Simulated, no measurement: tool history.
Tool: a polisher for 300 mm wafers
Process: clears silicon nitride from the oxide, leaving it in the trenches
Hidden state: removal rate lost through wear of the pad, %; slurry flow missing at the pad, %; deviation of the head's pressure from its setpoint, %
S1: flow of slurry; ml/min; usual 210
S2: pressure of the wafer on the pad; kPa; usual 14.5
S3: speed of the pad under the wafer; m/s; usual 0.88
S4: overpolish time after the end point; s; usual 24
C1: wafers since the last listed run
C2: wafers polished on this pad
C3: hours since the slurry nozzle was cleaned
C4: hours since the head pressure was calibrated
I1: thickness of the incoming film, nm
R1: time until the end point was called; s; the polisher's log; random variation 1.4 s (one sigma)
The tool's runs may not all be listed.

| run | hour | S1 | S2 | S3 | S4 | C1 | C2 | C3 | C4 | I1 | R1 |
|---|---|---|---|---|---|---|---|---|---|---|---|
| 1 | 0 | 170 | 14.5 | 0.88 | 24 | 0 | 1454 | 66.3 | 193.8 | 50.3 | 90.8 |
| 2 | 78.4 | 210 | 14.5 | 0.88 | 24 | 738 | 2192 | 144.7 | 272.2 | 49.5 | 89.8 |
| 3 | 130 | 210 | 14.5 | 0.88 | 24 | 485 | 2678 | 196.3 | 323.8 | 50.8 | 95.5 |
|  | 232.6 | worn pad replaced by a new one |
| 4 | 235.8 | 210 | 14.5 | 0.88 | 24 | 958 | 30 | 302.1 | 429.6 | 50.1 | 93 |
| 5 | 335.3 | 210 | 14.5 | 0.68 | 24 | 937 | 967 | 401.6 | 529.1 | 49.8 | 108.2 |
| 6 | 387.5 | 210 | 14.5 | 0.68 | 24 | 491 | 1458 | 453.8 | 581.3 | 49.6 | 106.6 |
|  | 484.6 | slurry nozzle cleaned |
| 7 | 493.5 | 210 | 14.5 | 0.88 | 17 | 988 | 2447 | 8.9 | 687.3 | 50.3 | 92.5 |
| 8 | 559.6 | 210 | 14.5 | 0.88 | 17 | 622 | 3070 | 75 | 753.4 | 49 | 92.3 |
|  | 611.7 | worn pad replaced by a new one |
| 9 | 621.3 | 210 | 14.5 | 0.88 | 17 | 543 | 90 | 136.7 | 815.1 | 50.5 | 94 |
| 10 | 703.5 | 210 | 14.5 | 0.88 | 24 | 774 | 864 | 218.9 | 897.3 | 50 | 94 |
| 11 | 855.6 | 210 | 14.5 | 0.88 | 24 | 1432 | 2297 | 371 | 1049.4 | 49.3 | 92.3 |
| 12 | 933.9 | 150 | 17.2 | 0.88 | 24 | 737 | 3034 | 449.3 | 1127.7 | 50.3 | 89.2 |
| 13 | 1017.4 | 160 | 11.7 | 0.88 | 35 | 786 | 3821 | 532.8 | 1211.2 | 49.2 | 112.5 |
|  | 1040.6 | slurry nozzle cleaned |
|  | 1071.7 | worn pad replaced by a new one |
| 14 | 1072.6 | 210 | 11 | 0.88 | 24 | 472 | 8 | 32 | 1266.4 | 50.7 | 118.9 |
|  | 1189.4 | head pressure recalibrated |
| 15 | 1279.4 | 210 | 14.5 | 0.74 | 34 | 1928 | 1937 | 238.8 | 90 | 49.3 | 98.6 |
| 16 | 1358.8 | 210 | 14.5 | 1.04 | 24 | 747 | 2685 | 318.2 | 169.4 | 49.6 | 78.8 |
| 17 | 1450 | 210 | 14.5 | 0.88 | 24 | 858 | 3544 | 409.4 | 260.6 | 50.1 | 89.2 |
|  | 1503 | worn pad replaced by a new one |
| 18 | 1557.5 | 210 | 14.5 | 0.88 | 17 | 974 | 513 | 516.9 | 368.1 | 50.2 | 90.8 |
|  | 1621.3 | slurry nozzle cleaned |
| 19 | 1630.2 | 210 | 14.5 | 0.88 | 37 | 675 | 1188 | 8.9 | 440.8 | 50.7 | 89.3 |
|  | 1890.2 | worn pad replaced by a new one |
| 20 | 1903.1 | 260 | 14.5 | 1.14 | 38 | 2532 | 121 | 281.8 | 713.7 | 49.5 | 75.5 |
| 21 | 1979.2 | 210 | 14.5 | 0.88 | 24 | 716 | 838 | 357.9 | 789.8 | 49.3 | 90.7 |
| 22 | 2043.1 | 210 | 14.5 | 0.88 | 24 | 601 | 1439 | 421.8 | 853.7 | 50.8 | 94.9 |
|  | 2098.9 | slurry nozzle cleaned |
| 23 | 2148.4 | 240 | 14.5 | 0.98 | 34 | 982 | 2422 | 49.5 | 959 | 50.1 | 86.5 |

The tool's hidden state at each run:
removal rate lost through wear of the pad, %: 0 in every run
slurry flow missing at the pad, %: 0 in every run
H1: deviation of the head's pressure from its setpoint, %
| run | H1 |
|---|---|
| 1 | -4.39 |
| 2 | -5.76 |
| 3 | -6.52 |
| 4 | -7.83 |
| 5 | -8.78 |
| 6 | -9.2 |
| 7 | -9.9 |
| 8 | -10.3 |
| 9 | -10.5 |
| 10 | -10.9 |
| 11 | -11.3 |
| 12 | -11.5 |
| 13 | -11.6 |
| 14 | -11.7 |
| 15 | -0.75 |
| 16 | -2.52 |
| 17 | -4.18 |
| 18 | -5.72 |
| 19 | -6.55 |
| 20 | -8.66 |
| 21 | -9.04 |
| 22 | -9.3 |
| 23 | -9.67 |
